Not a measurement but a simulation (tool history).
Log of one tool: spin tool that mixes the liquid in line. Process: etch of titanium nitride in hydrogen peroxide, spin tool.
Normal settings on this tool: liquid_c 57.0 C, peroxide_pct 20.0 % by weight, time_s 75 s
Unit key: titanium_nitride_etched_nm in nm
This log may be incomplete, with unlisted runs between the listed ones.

run,hour,liquid_c,peroxide_pct,time_s,"read-back film thickness of the titanium nitride reference wafer, read on the same gauge (nm)",titanium_nitride_etched_nm
1,0.0,64.5,20.0,75,100.01,9.53
2,12.4,64.5,20.0,75,100.02,9.64
3,47.0,57.0,20.0,75,99.99,5.68
4,82.7,57.0,20.0,75,100.03,5.68
5,115.7,57.0,20.0,75,100.03,5.75
6,140.2,57.0,20.0,75,100.06,5.66
7,170.3,57.0,20.0,75,99.98,5.72
8,183.0,57.0,20.0,75,99.98,5.63
9,199.4,57.0,20.0,110,100.02,8.33
10,220.7,57.0,23.0,75,100.00,5.82
11,239.8,54.0,16.0,65,99.99,3.78
12,271.1,51.0,15.0,55,100.02,2.97
13,292.7,63.0,21.5,110,100.04,15.12
14,305.8,57.0,16.0,75,100.06,6.40
15,332.7,53.5,20.0,75,100.00,5.15
16,361.8,57.0,24.0,90,100.01,8.31
17,384.0,57.0,20.0,75,99.99,6.62
18,404.8,62.0,25.5,75,99.99,9.68
19,438.2,57.0,20.0,75,100.01,6.60

Put back what was entered between runs (5 entries, withheld): which listed runs does each sit between, and how does the hidden state differ from the listed run before to the listed run after?
In the gap between runs 10 and 11: gauge calibrated (hour 225.1)
  liquid colder than its thermometer reads (K): 2.55 -> 2.57
  the result without the hidden state subtracted from the measured one, titanium_nitride_etched_nm: -1.13 -> -0.76 nm
In the gap between runs 11 and 12: thermometer replaced (hour 259.6)
  liquid colder than its thermometer reads (K): 2.57 -> 0.129
  the result without the hidden state subtracted from the measured one, titanium_nitride_etched_nm: -0.76 -> -0.03 nm
In the gap between runs 13 and 14: heated supply line repaired (hour 294.5)
  liquid colder than its thermometer reads (K): 0.153 -> 0.167
  the result without the hidden state subtracted from the measured one, titanium_nitride_etched_nm: -0.15 -> -0.07 nm
In the gap between runs 15 and 16: peroxide flow meter replaced (hour 339.4); new drum of peroxide connected (hour 349.3)
  liquid colder than its thermometer reads (K): 0.197 -> 0.23
  the result without the hidden state subtracted from the measured one, titanium_nitride_etched_nm: -0.07 -> -0.13 nm
